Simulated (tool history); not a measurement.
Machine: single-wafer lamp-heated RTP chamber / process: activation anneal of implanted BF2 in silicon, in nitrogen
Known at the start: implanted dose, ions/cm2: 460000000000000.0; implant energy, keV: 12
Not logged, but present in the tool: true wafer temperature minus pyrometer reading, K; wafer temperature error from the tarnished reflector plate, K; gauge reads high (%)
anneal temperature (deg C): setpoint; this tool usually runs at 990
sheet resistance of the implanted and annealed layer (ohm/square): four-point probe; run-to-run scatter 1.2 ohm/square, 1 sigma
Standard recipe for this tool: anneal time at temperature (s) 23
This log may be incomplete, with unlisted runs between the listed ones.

run,hour,anneal temperature (deg C),anneal time at temperature (s),wafers since the last listed run,wafers since the last pyrometer calibration,wafers since the reflector plate was cleaned,hours since the gauge calibration,"read-back reference wafer on the same gauge, sheet resistance",sheet resistance of the implanted and annealed layer (ohm/square)
1,0.0,990,23,0,772,6244,373.5,353.02,331.39
# hour 5.5: gauge calibrated
2,26.1,990,23,406,1178,6650,20.6,353.36,328.60
3,45.2,990,23,297,1475,6948,39.7,353.12,330.84
4,73.9,999,23,446,1921,7394,68.4,352.70,321.11
5,102.5,990,23,444,2366,7839,97.0,352.88,328.37
6,121.2,990,23,290,2657,8130,115.7,353.46,328.29
# hour 156.3: pyrometer window cleaned and pyrometer calibrated
7,156.8,990,23,429,8,8559,151.3,352.24,330.11
8,178.4,990,23,336,344,8895,172.9,352.85,329.95
9,198.0,990,23,304,649,9200,192.5,352.92,327.11
10,232.2,990,23,532,1181,9732,226.7,352.95,327.11
11,251.2,990,23,295,1476,10028,245.7,352.58,330.77
# hour 264.2: reflector plate cleaned
12,283.0,990,23,370,1847,292,277.5,352.53,330.32
13,300.5,1001,14,272,2119,564,295.0,353.21,331.43
14,313.3,990,23,199,2318,763,307.8,353.08,330.16
15,327.5,966,15,220,2539,984,322.0,353.47,390.72
16,341.9,990,23,224,2763,1208,336.4,353.12,329.76
# hour 351.7: gauge calibrated
# hour 365.3: pyrometer window cleaned and pyrometer calibrated
17,377.7,1013,33,432,192,1641,26.0,352.63,305.03
18,394.7,990,36,264,457,1905,43.0,353.30,319.88
19,407.8,967,17,203,661,2109,56.1,352.92,385.00
20,434.6,963,23,416,1078,2526,82.9,352.58,380.88
21,455.9,990,23,331,1409,2857,104.2,352.83,329.58
22,488.0,1018,12,499,1908,3357,136.3,353.18,319.44
23,504.7,990,23,259,2168,3617,153.0,353.34,329.82
24,518.3,973,23,211,2380,3828,166.6,352.53,355.68

Branching from run 24: 4 alternative next runs. What would each branch give?
A,518.7,990,23,6,2386,3834,167.0,?,?
B,518.7,977,29,6,2386,3834,167.0,?,?
C,518.7,978,27,6,2386,3834,167.0,?,?
D,518.7,975,14,6,2386,3834,167.0,?,?

run,"read-back reference wafer on the same gauge, sheet resistance",sheet resistance of the implanted and annealed layer (ohm/square)
A,353.49,331.47
B,353.49,343.66
C,353.49,344.27
D,353.49,372.84
Without the tool's unlogged condition, the same runs would have read:
run,sheet resistance of the implanted and annealed layer (ohm/square)
A,331.47
B,343.66
C,344.27
D,372.84

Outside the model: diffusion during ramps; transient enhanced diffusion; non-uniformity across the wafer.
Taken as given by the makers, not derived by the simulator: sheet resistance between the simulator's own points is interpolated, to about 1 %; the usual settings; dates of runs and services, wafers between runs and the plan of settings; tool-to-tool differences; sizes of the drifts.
